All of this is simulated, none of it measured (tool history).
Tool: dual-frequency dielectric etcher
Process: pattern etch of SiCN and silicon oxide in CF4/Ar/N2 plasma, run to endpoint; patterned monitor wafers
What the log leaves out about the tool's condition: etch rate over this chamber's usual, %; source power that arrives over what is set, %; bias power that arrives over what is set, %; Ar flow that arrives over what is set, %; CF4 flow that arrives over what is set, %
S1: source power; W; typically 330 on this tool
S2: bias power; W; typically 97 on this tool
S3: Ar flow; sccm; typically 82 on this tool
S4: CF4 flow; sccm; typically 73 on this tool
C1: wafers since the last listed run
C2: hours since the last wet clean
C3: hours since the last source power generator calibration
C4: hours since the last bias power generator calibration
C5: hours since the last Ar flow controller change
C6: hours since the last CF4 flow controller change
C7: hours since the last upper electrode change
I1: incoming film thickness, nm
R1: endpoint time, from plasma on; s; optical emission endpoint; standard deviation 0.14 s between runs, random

{"run": 1, "hour": 0.0, "S1": 330, "S2": 97, "S3": 82, "S4": 73, "C1": 0, "C2": 74.3, "C3": 4087.4, "C4": 3560.6, "C5": 240.0, "C6": 1599.9, "C7": 2752.8, "I1": 12.84, "R1": 18.9}
{"run": 2, "hour": 89.3, "S1": 330, "S2": 97, "S3": 82, "S4": 73, "C1": 1459, "C2": 163.6, "C3": 4176.7, "C4": 3649.9, "C5": 329.3, "C6": 1689.2, "C7": 2842.1, "I1": 12.94, "R1": 19.0}
{"run": 3, "hour": 158.1, "S1": 330, "S2": 97, "S3": 82, "S4": 86, "C1": 1124, "C2": 232.4, "C3": 4245.5, "C4": 3718.7, "C5": 398.1, "C6": 1758.0, "C7": 2910.9, "I1": 12.93, "R1": 18.4}
{"run": 4, "hour": 197.7, "S1": 330, "S2": 97, "S3": 82, "S4": 73, "C1": 647, "C2": 272.0, "C3": 4285.1, "C4": 3758.3, "C5": 437.7, "C6": 1797.6, "C7": 2950.5, "I1": 12.78, "R1": 18.6}
{"run": 5, "hour": 269.5, "S1": 330, "S2": 97, "S3": 82, "S4": 73, "C1": 1173, "C2": 343.8, "C3": 4356.9, "C4": 3830.1, "C5": 509.5, "C6": 1869.4, "C7": 3022.3, "I1": 12.92, "R1": 18.3}
{"run": 6, "hour": 361.8, "S1": 330, "S2": 97, "S3": 82, "S4": 73, "C1": 1508, "C2": 436.1, "C3": 4449.2, "C4": 3922.4, "C5": 601.8, "C6": 1961.7, "C7": 3114.6, "I1": 12.89, "R1": 18.1}
{"run": 7, "hour": 408.5, "S1": 330, "S2": 113, "S3": 91, "S4": 73, "C1": 763, "C2": 482.8, "C3": 4495.9, "C4": 3969.1, "C5": 648.5, "C6": 2008.4, "C7": 3161.3, "I1": 12.96, "R1": 17.7}
{"hour": 436.3, "done": "wet clean of the chamber"}
{"run": 8, "hour": 455.7, "S1": 330, "S2": 113, "S3": 91, "S4": 73, "C1": 379, "C2": 19.4, "C3": 4543.1, "C4": 4016.3, "C5": 695.7, "C6": 2055.6, "C7": 3208.5, "I1": 12.74, "R1": 18.8}
{"run": 9, "hour": 538.7, "S1": 330, "S2": 113, "S3": 91, "S4": 73, "C1": 1356, "C2": 102.4, "C3": 4626.1, "C4": 4099.3, "C5": 778.7, "C6": 2138.6, "C7": 3291.5, "I1": 12.9, "R1": 18.7}
{"run": 10, "hour": 646.4, "S1": 330, "S2": 97, "S3": 82, "S4": 73, "C1": 1759, "C2": 210.1, "C3": 4733.8, "C4": 4207.0, "C5": 886.4, "C6": 2246.3, "C7": 3399.2, "I1": 12.99, "R1": 19.1}
{"run": 11, "hour": 700.8, "S1": 330, "S2": 97, "S3": 82, "S4": 73, "C1": 888, "C2": 264.5, "C3": 4788.2, "C4": 4261.4, "C5": 940.8, "C6": 2300.7, "C7": 3453.6, "I1": 12.74, "R1": 18.6}
{"hour": 779.1, "done": "source power generator calibrated"}
{"run": 12, "hour": 783.1, "S1": 330, "S2": 97, "S3": 82, "S4": 73, "C1": 1279, "C2": 346.8, "C3": 4.0, "C4": 4343.7, "C5": 1023.1, "C6": 2383.0, "C7": 3535.9, "I1": 12.91, "R1": 18.6}
{"hour": 832.6, "done": "wet clean of the chamber"}
{"run": 13, "hour": 833.1, "S1": 300, "S2": 104, "S3": 96, "S4": 73, "C1": 424, "C2": 0.5, "C3": 54.0, "C4": 4393.7, "C5": 1073.1, "C6": 2433.0, "C7": 3585.9, "I1": 12.93, "R1": 21.2}
{"run": 14, "hour": 926.3, "S1": 250, "S2": 97, "S3": 82, "S4": 73, "C1": 1522, "C2": 93.7, "C3": 147.2, "C4": 4486.9, "C5": 1166.3, "C6": 2526.2, "C7": 3679.1, "I1": 12.96, "R1": 25.1}
{"hour": 974.7, "done": "upper electrode replaced"}
{"run": 15, "hour": 1025.0, "S1": 380, "S2": 104, "S3": 64, "S4": 65, "C1": 1220, "C2": 192.4, "C3": 245.9, "C4": 4585.6, "C5": 1265.0, "C6": 2624.9, "C7": 50.3, "I1": 12.98, "R1": 16.0}
{"run": 16, "hour": 1090.6, "S1": 330, "S2": 97, "S3": 82, "S4": 73, "C1": 1071, "C2": 258.0, "C3": 311.5, "C4": 4651.2, "C5": 1330.6, "C6": 2690.5, "C7": 115.9, "I1": 12.92, "R1": 18.4}
{"run": 17, "hour": 1182.7, "S1": 260, "S2": 120, "S3": 82, "S4": 79, "C1": 1504, "C2": 350.1, "C3": 403.6, "C4": 4743.3, "C5": 1422.7, "C6": 2782.6, "C7": 208.0, "I1": 12.91, "R1": 22.0}
{"hour": 1234.8, "done": "bias power generator calibrated"}
{"run": 18, "hour": 1278.2, "S1": 330, "S2": 97, "S3": 82, "S4": 79, "C1": 1495, "C2": 445.6, "C3": 499.1, "C4": 43.4, "C5": 1518.2, "C6": 2878.1, "C7": 303.5, "I1": 13.01, "R1": 18.4}
{"hour": 1287.6, "done": "CF4 flow controller replaced"}
{"hour": 1315.4, "done": "Ar flow controller replaced"}
{"hour": 1341.6, "done": "wet clean of the chamber"}
{"run": 19, "hour": 1365.7, "S1": 310, "S2": 117, "S3": 82, "S4": 83, "C1": 841, "C2": 24.1, "C3": 586.6, "C4": 130.9, "C5": 50.3, "C6": 78.1, "C7": 391.0, "I1": 12.92, "R1": 19.4}
{"run": 20, "hour": 1457.1, "S1": 330, "S2": 87, "S3": 82, "S4": 73, "C1": 1493, "C2": 115.5, "C3": 678.0, "C4": 222.3, "C5": 141.7, "C6": 169.5, "C7": 482.4, "I1": 12.98, "R1": 19.6}
{"run": 21, "hour": 1523.9, "S1": 330, "S2": 97, "S3": 82, "S4": 73, "C1": 1091, "C2": 182.3, "C3": 744.8, "C4": 289.1, "C5": 208.5, "C6": 236.3, "C7": 549.2, "I1": 13.0, "R1": 19.2}
{"run": 22, "hour": 1596.8, "S1": 330, "S2": 97, "S3": 82, "S4": 73, "C1": 1191, "C2": 255.2, "C3": 817.7, "C4": 362.0, "C5": 281.4, "C6": 309.2, "C7": 622.1, "I1": 12.98, "R1": 19.1}
{"hour": 1828.7, "done": "wet clean of the chamber"}
{"run": 23, "hour": 1843.4, "S1": 330, "S2": 97, "S3": 82, "S4": 73, "C1": 3637, "C2": 14.7, "C3": 1064.3, "C4": 608.6, "C5": 528.0, "C6": 555.8, "C7": 868.7, "I1": 12.95, "R1": 19.2}
{"run": 24, "hour": 1942.2, "S1": 330, "S2": 97, "S3": 82, "S4": 73, "C1": 1614, "C2": 113.5, "C3": 1163.1, "C4": 707.4, "C5": 626.8, "C6": 654.6, "C7": 967.5, "I1": 12.89, "R1": 18.8}
{"run": 25, "hour": 2038.2, "S1": 330, "S2": 111, "S3": 101, "S4": 64, "C1": 1568, "C2": 209.5, "C3": 1259.1, "C4": 803.4, "C5": 722.8, "C6": 750.6, "C7": 1063.5, "I1": 12.9, "R1": 19.2}

Entry by entry between the runs, the difference in hidden state between the last listed run before and the first listed run after:
From run 7 to run 8: wet clean of the chamber (hour 436.3)
  etch rate over this chamber's usual, %: 6.23 -> -0.532
  measured value less the no-hidden-state value, R1: -1.1 -> +0.1 s
From run 11 to run 12: source power generator calibrated (hour 779.1)
  etch rate over this chamber's usual, %: 2.39 -> 3.37
  measured value less the no-hidden-state value, R1: -0.4 -> -0.7 s
From run 12 to run 13: wet clean of the chamber (hour 832.6)
  etch rate over this chamber's usual, %: 3.37 -> 0.619
  measured value less the no-hidden-state value, R1: -0.7 -> -0.1 s
From run 14 to run 15: upper electrode replaced (hour 974.7)
  etch rate over this chamber's usual, %: 1.73 -> 2.91
  measured value less the no-hidden-state value, R1: -0.4 -> -0.5 s
From run 17 to run 18: bias power generator calibrated (hour 1234.8)
  etch rate over this chamber's usual, %: 4.79 -> 5.93
  measured value less the no-hidden-state value, R1: -1.1 -> -1.1 s
From run 18 to run 19: CF4 flow controller replaced (hour 1287.6); Ar flow controller replaced (hour 1315.4); wet clean of the chamber (hour 1341.6)
  etch rate over this chamber's usual, %: 5.93 -> -0.0439
  measured value less the no-hidden-state value, R1: -1.1 -> +0.0 s
From run 22 to run 23: wet clean of the chamber (hour 1828.7)
  etch rate over this chamber's usual, %: 2.71 -> 0.432
  measured value less the no-hidden-state value, R1: -0.5 -> -0.1 s

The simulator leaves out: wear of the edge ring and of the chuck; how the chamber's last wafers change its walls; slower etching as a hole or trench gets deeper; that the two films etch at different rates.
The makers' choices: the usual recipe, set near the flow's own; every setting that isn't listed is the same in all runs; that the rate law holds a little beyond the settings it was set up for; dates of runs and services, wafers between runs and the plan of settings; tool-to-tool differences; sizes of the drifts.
